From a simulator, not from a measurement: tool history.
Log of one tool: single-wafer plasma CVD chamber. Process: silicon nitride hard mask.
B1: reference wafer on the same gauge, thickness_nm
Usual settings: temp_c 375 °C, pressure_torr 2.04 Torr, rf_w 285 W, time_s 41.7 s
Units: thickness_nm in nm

Run 1, hour 0: usual settings; B1 57.592. Result: thickness_nm 45.2 nm.
Run 2, hour 40.9: usual settings; B1 57.59. Result: thickness_nm 45.249 nm.
Run 3, hour 52.8: usual settings; B1 57.58. Result: thickness_nm 45.189 nm.
Run 4, hour 67.1: usual settings; B1 57.6. Result: thickness_nm 45.149 nm.
Run 5, hour 80.9: usual settings; B1 57.577. Result: thickness_nm 45.218 nm.
Run 6, hour 91.8: usual settings; B1 57.593. Result: thickness_nm 45.113 nm.
Run 7, hour 106.8: usual settings; B1 57.601. Result: thickness_nm 45.184 nm.
Run 8, hour 107.1: usual settings; B1 57.596. Result: thickness_nm 45.299 nm.
Run 9, hour 136.8: usual settings; B1 57.593. Result: thickness_nm 45.148 nm.
Run 10, hour 145.8: usual settings but temp_c 367 °C, pressure_torr 1.59 Torr, time_s 37.9 s; B1 57.564. Result: thickness_nm 41.534 nm.
Run 11, hour 155.5: usual settings; B1 57.573. Result: thickness_nm 48.15 nm.
Run 12, hour 171.8: usual settings but temp_c 380 °C, pressure_torr 2.5 Torr; B1 57.579. Result: thickness_nm 49.539 nm.
Run 13, hour 184.9: usual settings but temp_c 365 °C; B1 57.606. Result: thickness_nm 48.004 nm.
Run 14, hour 192.1: usual settings but temp_c 366 °C, rf_w 335 W, time_s 35.4 s; B1 57.587. Result: thickness_nm 46.155 nm.
Run 15, hour 200.7: usual settings but temp_c 380 °C, pressure_torr 2.5 Torr; B1 57.62. Result: thickness_nm 49.755 nm.
Run 16, hour 214.3: usual settings but temp_c 366 °C, pressure_torr 1.78 Torr, rf_w 240 W; B1 57.619. Result: thickness_nm 40.287 nm.
Run 17, hour 262.6: usual settings but temp_c 366 °C, pressure_torr 1.91 Torr; B1 57.604. Result: thickness_nm 47.3 nm.
Run 18, hour 272.8: usual settings but temp_c 385 °C, pressure_torr 2.24 Torr, rf_w 235 W, time_s 49 s; B1 57.589. Result: thickness_nm 47.675 nm.

Not shown: 5 entries that the log had between the listed runs. Between which runs, and how does the tool's hidden state differ before and after?
Between runs 6 and 7: thermocouple changed; heater temperature recalibrated (hour 106.3)
  delivered RF power above the setpoint (%): -8.22 -> -8.23
  measured less the result without the state, thickness_nm: -3.35 -> -3.36 nm
Between runs 9 and 10: RF generator calibrated (hour 145.3)
  delivered RF power above the setpoint (%): -8.25 -> -1.28
  measured less the result without the state, thickness_nm: -3.367 -> -0.436 nm
Between runs 12 and 13: showerhead replaced (hour 184.4)
  delivered RF power above the setpoint (%): -1.6 -> -1.75
  measured less the result without the state, thickness_nm: -0.65 -> -0.693 nm
Between runs 14 and 15: gauge calibrated (hour 194.9)
  delivered RF power above the setpoint (%): -1.83 -> -1.93
  measured less the result without the state, thickness_nm: -0.647 -> -0.795 nm
Between runs 15 and 16: capacitance manometer re-zeroed and calibrated (hour 213.8)
  delivered RF power above the setpoint (%): -1.93 -> -2.09
  measured less the result without the state, thickness_nm: -0.795 -> -0.76 nm
